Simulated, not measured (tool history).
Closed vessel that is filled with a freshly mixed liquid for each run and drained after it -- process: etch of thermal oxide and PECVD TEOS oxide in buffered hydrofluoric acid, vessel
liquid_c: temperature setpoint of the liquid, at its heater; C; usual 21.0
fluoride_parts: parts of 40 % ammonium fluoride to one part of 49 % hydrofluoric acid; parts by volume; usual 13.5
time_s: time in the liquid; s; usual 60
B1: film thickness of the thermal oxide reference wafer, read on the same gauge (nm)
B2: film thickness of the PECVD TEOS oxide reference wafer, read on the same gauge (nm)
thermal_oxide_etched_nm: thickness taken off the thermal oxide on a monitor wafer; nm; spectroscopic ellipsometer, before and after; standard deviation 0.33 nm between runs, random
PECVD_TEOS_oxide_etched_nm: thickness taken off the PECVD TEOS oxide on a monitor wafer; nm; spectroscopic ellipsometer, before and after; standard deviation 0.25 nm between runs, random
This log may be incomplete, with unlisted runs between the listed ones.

run 1 day=0.000 | liquid_c=21.0 fluoride_parts=17.0 time_s=60 | B1=70.01 B2=30.01 | thermal_oxide_etched_nm=40.97 PECVD_TEOS_oxide_etched_nm=65.84
run 2 day=0.662 | liquid_c=21.0 fluoride_parts=13.5 time_s=60 | B1=69.97 B2=29.97 | thermal_oxide_etched_nm=51.90 PECVD_TEOS_oxide_etched_nm=82.71
run 3 day=1.338 | liquid_c=21.0 fluoride_parts=13.5 time_s=60 | B1=70.01 B2=30.02 | thermal_oxide_etched_nm=51.03 PECVD_TEOS_oxide_etched_nm=82.86
run 4 day=2.579 | liquid_c=22.5 fluoride_parts=13.5 time_s=60 | B1=70.00 B2=30.01 | thermal_oxide_etched_nm=55.76 PECVD_TEOS_oxide_etched_nm=90.36
-- day=3.367 hydrofluoric acid flow meter replaced
run 5 day=3.383 | liquid_c=22.5 fluoride_parts=13.5 time_s=60 | B1=69.96 B2=29.99 | thermal_oxide_etched_nm=55.82 PECVD_TEOS_oxide_etched_nm=89.80
run 6 day=4.312 | liquid_c=21.0 fluoride_parts=13.5 time_s=60 | B1=70.03 B2=30.03 | thermal_oxide_etched_nm=50.99 PECVD_TEOS_oxide_etched_nm=82.68
-- day=5.288 gauge calibrated
run 7 day=5.304 | liquid_c=21.0 fluoride_parts=13.5 time_s=60 | B1=70.02 B2=29.97 | thermal_oxide_etched_nm=51.81 PECVD_TEOS_oxide_etched_nm=83.35
run 8 day=6.058 | liquid_c=21.0 fluoride_parts=13.5 time_s=60 | B1=69.99 B2=29.98 | thermal_oxide_etched_nm=51.54 PECVD_TEOS_oxide_etched_nm=83.11
run 9 day=7.017 | liquid_c=21.0 fluoride_parts=13.5 time_s=60 | B1=70.00 B2=29.99 | thermal_oxide_etched_nm=52.06 PECVD_TEOS_oxide_etched_nm=82.99
run 10 day=7.867 | liquid_c=21.0 fluoride_parts=13.5 time_s=60 | B1=70.00 B2=30.00 | thermal_oxide_etched_nm=52.14 PECVD_TEOS_oxide_etched_nm=83.49
run 11 day=9.238 | liquid_c=21.0 fluoride_parts=13.5 time_s=60 | B1=70.02 B2=29.98 | thermal_oxide_etched_nm=51.78 PECVD_TEOS_oxide_etched_nm=83.39
-- day=11.471 thermometer replaced
run 12 day=12.362 | liquid_c=23.0 fluoride_parts=17.5 time_s=45 | B1=69.99 B2=30.03 | thermal_oxide_etched_nm=36.33 PECVD_TEOS_oxide_etched_nm=59.07
run 13 day=12.925 | liquid_c=21.0 fluoride_parts=13.5 time_s=60 | B1=69.98 B2=30.02 | thermal_oxide_etched_nm=56.39 PECVD_TEOS_oxide_etched_nm=90.96
run 14 day=13.550 | liquid_c=19.0 fluoride_parts=16.0 time_s=45 | B1=70.05 B2=30.00 | thermal_oxide_etched_nm=32.21 PECVD_TEOS_oxide_etched_nm=51.43
run 15 day=15.854 | liquid_c=21.0 fluoride_parts=10.0 time_s=60 | B1=69.98 B2=30.01 | thermal_oxide_etched_nm=75.24 PECVD_TEOS_oxide_etched_nm=122.09
-- day=16.604 thermometer replaced, repeated, since the last time left the tool worse
run 16 day=17.100 | liquid_c=17.5 fluoride_parts=13.5 time_s=60 | B1=69.97 B2=30.01 | thermal_oxide_etched_nm=39.11 PECVD_TEOS_oxide_etched_nm=62.82
run 17 day=17.696 | liquid_c=21.0 fluoride_parts=16.5 time_s=45 | B1=70.03 B2=30.00 | thermal_oxide_etched_nm=29.31 PECVD_TEOS_oxide_etched_nm=47.25

Forecast run 18:
run 18 day=18.346 | liquid_c=21.0 fluoride_parts=15.5 time_s=60 | B1=? B2=? | thermal_oxide_etched_nm=? PECVD_TEOS_oxide_etched_nm=?

Run 18 yielded B1 70.02, B2 29.99, thermal_oxide_etched_nm 41.59 nm, PECVD_TEOS_oxide_etched_nm 66.80 nm.
The same run, on a tool lacking any hidden state, would have yielded thermal_oxide_etched_nm 41.45 nm, PECVD_TEOS_oxide_etched_nm 66.57 nm.

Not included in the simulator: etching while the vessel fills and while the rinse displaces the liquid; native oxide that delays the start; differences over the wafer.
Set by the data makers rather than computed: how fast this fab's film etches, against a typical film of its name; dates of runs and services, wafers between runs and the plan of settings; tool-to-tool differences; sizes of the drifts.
